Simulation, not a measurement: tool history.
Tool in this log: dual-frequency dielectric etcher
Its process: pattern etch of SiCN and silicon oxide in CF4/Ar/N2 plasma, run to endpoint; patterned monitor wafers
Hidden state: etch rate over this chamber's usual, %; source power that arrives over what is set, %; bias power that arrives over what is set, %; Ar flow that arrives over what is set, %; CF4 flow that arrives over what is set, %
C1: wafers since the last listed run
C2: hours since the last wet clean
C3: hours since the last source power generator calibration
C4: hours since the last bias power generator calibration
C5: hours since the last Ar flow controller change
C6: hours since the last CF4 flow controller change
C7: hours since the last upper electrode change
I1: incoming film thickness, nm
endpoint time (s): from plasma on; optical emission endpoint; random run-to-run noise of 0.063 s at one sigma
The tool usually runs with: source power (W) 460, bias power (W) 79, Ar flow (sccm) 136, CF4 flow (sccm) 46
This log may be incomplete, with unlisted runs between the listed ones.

Run 1, hour 0: usual settings; C1 0; C2 189; C3 1236; C4 3297.2; C5 1186.1; C6 1150.9; C7 2335; I1 12.02. Result: endpoint time (s) 15.4.
Run 2, hour 58.2: usual settings; C1 1069; C2 247.2; C3 1294.2; C4 3355.4; C5 1244.3; C6 1209.1; C7 2393.2; I1 12.02. Result: endpoint time (s) 15.4.
Run 3, hour 150.6: usual settings; C1 1697; C2 339.6; C3 1386.6; C4 3447.8; C5 1336.7; C6 1301.5; C7 2485.6; I1 11.82. Result: endpoint time (s) 15.2.
At hour 222.4: wet clean of the chamber.
Run 4, hour 222.9: usual settings; C1 887; C2 0.5; C3 1458.9; C4 3520.1; C5 1409; C6 1373.8; C7 2557.9; I1 12.01. Result: endpoint time (s) 15.4.
At hour 271.5: upper electrode replaced.
Run 5, hour 272: usual settings; C1 461; C2 49.6; C3 1508; C4 3569.2; C5 1458.1; C6 1422.9; C7 0.5; I1 12.08. Result: endpoint time (s) 15.4.
Run 6, hour 303.9: usual settings; C1 586; C2 81.5; C3 1539.9; C4 3601.1; C5 1490; C6 1454.8; C7 32.4; I1 11.93. Result: endpoint time (s) 15.2.
Run 7, hour 367.8: usual settings but Ar flow (sccm) 163; C1 1173; C2 145.4; C3 1603.8; C4 3665; C5 1553.9; C6 1518.7; C7 96.3; I1 11.95. Result: endpoint time (s) 15.7.
Run 8, hour 429.6: usual settings but Ar flow (sccm) 163; C1 1135; C2 207.2; C3 1665.6; C4 3726.8; C5 1615.7; C6 1580.5; C7 158.1; I1 12.05. Result: endpoint time (s) 15.9.
Run 9, hour 490.1: usual settings; C1 1111; C2 267.7; C3 1726.1; C4 3787.3; C5 1676.2; C6 1641; C7 218.6; I1 12.05. Result: endpoint time (s) 15.2.
At hour 546.5: source power generator calibrated.
Run 10, hour 546.9: usual settings; C1 970; C2 324.5; C3 0.4; C4 3844.1; C5 1733; C6 1697.8; C7 275.4; I1 11.98. Result: endpoint time (s) 15.8.
At hour 609.2: wet clean of the chamber.
Run 11, hour 609.7: usual settings but bias power (W) 94, CF4 flow (sccm) 37; C1 712; C2 0.5; C3 63.2; C4 3906.9; C5 1795.8; C6 1760.6; C7 338.2; I1 11.98. Result: endpoint time (s) 15.
Run 12, hour 667.6: usual settings but CF4 flow (sccm) 50; C1 1063; C2 58.4; C3 121.1; C4 3964.8; C5 1853.7; C6 1818.5; C7 396.1; I1 11.93. Result: endpoint time (s) 15.8.
At hour 678.3: CF4 flow controller replaced.
Run 13, hour 704.2: usual settings but CF4 flow (sccm) 56; C1 562; C2 95; C3 157.7; C4 4001.4; C5 1890.3; C6 25.9; C7 432.7; I1 11.97. Result: endpoint time (s) 15.6.
At hour 713.9: bias power generator calibrated.
Run 14, hour 793.4: usual settings but source power (W) 540; C1 1565; C2 184.2; C3 246.9; C4 79.5; C5 1979.5; C6 115.1; C7 521.9; I1 12.01. Result: endpoint time (s) 13.8.
Run 15, hour 883.7: usual settings but bias power (W) 94, CF4 flow (sccm) 37; C1 1658; C2 274.5; C3 337.2; C4 169.8; C5 2069.8; C6 205.4; C7 612.2; I1 11.98. Result: endpoint time (s) 15.1.
Run 16, hour 931.4: usual settings but source power (W) 540, Ar flow (sccm) 117; C1 876; C2 322.2; C3 384.9; C4 217.5; C5 2117.5; C6 253.1; C7 659.9; I1 11.96. Result: endpoint time (s) 13.1.
At hour 988.9: Ar flow controller replaced.
At hour 1001.5: wet clean of the chamber.
Run 17, hour 1015.2: usual settings; C1 1198; C2 13.7; C3 468.7; C4 301.3; C5 26.3; C6 336.9; C7 743.7; I1 12.05. Result: endpoint time (s) 15.7.
Run 18, hour 1064.7: usual settings; C1 909; C2 63.2; C3 518.2; C4 350.8; C5 75.8; C6 386.4; C7 793.2; I1 11.96. Result: endpoint time (s) 15.6.
Run 19, hour 1134.9: usual settings but source power (W) 410, bias power (W) 71, Ar flow (sccm) 108, CF4 flow (sccm) 54; C1 1289; C2 133.4; C3 588.4; C4 421; C5 146; C6 456.6; C7 863.4; I1 11.75. Result: endpoint time (s) 16.5.
Run 20, hour 1175.1: usual settings but source power (W) 570, bias power (W) 87, Ar flow (sccm) 157; C1 738; C2 173.6; C3 628.6; C4 461.2; C5 186.2; C6 496.8; C7 903.6; I1 11.81. Result: endpoint time (s) 12.4.
Run 21, hour 1231.3: usual settings but CF4 flow (sccm) 53; C1 1032; C2 229.8; C3 684.8; C4 517.4; C5 242.4; C6 553; C7 959.8; I1 12.09. Result: endpoint time (s) 15.5.
Run 22, hour 1333.7: usual settings but bias power (W) 64; C1 1881; C2 332.2; C3 787.2; C4 619.8; C5 344.8; C6 655.4; C7 1062.2; I1 12. Result: endpoint time (s) 17.1.
Run 23, hour 1406.3: usual settings but source power (W) 570, Ar flow (sccm) 114, CF4 flow (sccm) 40; C1 1333; C2 404.8; C3 859.8; C4 692.4; C5 417.4; C6 728; C7 1134.8; I1 12. Result: endpoint time (s) 12.3.
Run 24, hour 1453.9: usual settings but bias power (W) 87, CF4 flow (sccm) 43; C1 874; C2 452.4; C3 907.4; C4 740; C5 465; C6 775.6; C7 1182.4; I1 12. Result: endpoint time (s) 14.8.
At hour 1496.1: wet clean of the chamber.
Run 25, hour 1553.9: usual settings but CF4 flow (sccm) 54; C1 1396; C2 57.8; C3 1007.4; C4 840; C5 565; C6 875.6; C7 1282.4; I1 12.05. Result: endpoint time (s) 15.3.

Below are 3 alternative next runs, each starting from the tool's condition after run 25. Predict each:
Run A, hour 1554.3: usual settings; C1 7; C2 58.2; C3 1007.8; C4 840.4; C5 565.4; C6 876; C7 1282.8; I1 12.03. Result: endpoint time (s) ?.
Run B, hour 1554.3: usual settings but source power (W) 510, bias power (W) 68, Ar flow (sccm) 111, CF4 flow (sccm) 57; C1 7; C2 58.2; C3 1007.8; C4 840.4; C5 565.4; C6 876; C7 1282.8; I1 12.03. Result: endpoint time (s) ?.
Run C, hour 1554.3: usual settings but Ar flow (sccm) 160; C1 7; C2 58.2; C3 1007.8; C4 840.4; C5 565.4; C6 876; C7 1282.8; I1 12.03. Result: endpoint time (s) ?.

run  endpoint time (s)
  A               15.5
  B               13.8
  C               16.2
The same runs, with their run-to-run variation unchanged, on a tool lacking any hidden condition would have given:
run  endpoint time (s)
  A               15.8
  B                 14
  C               16.4
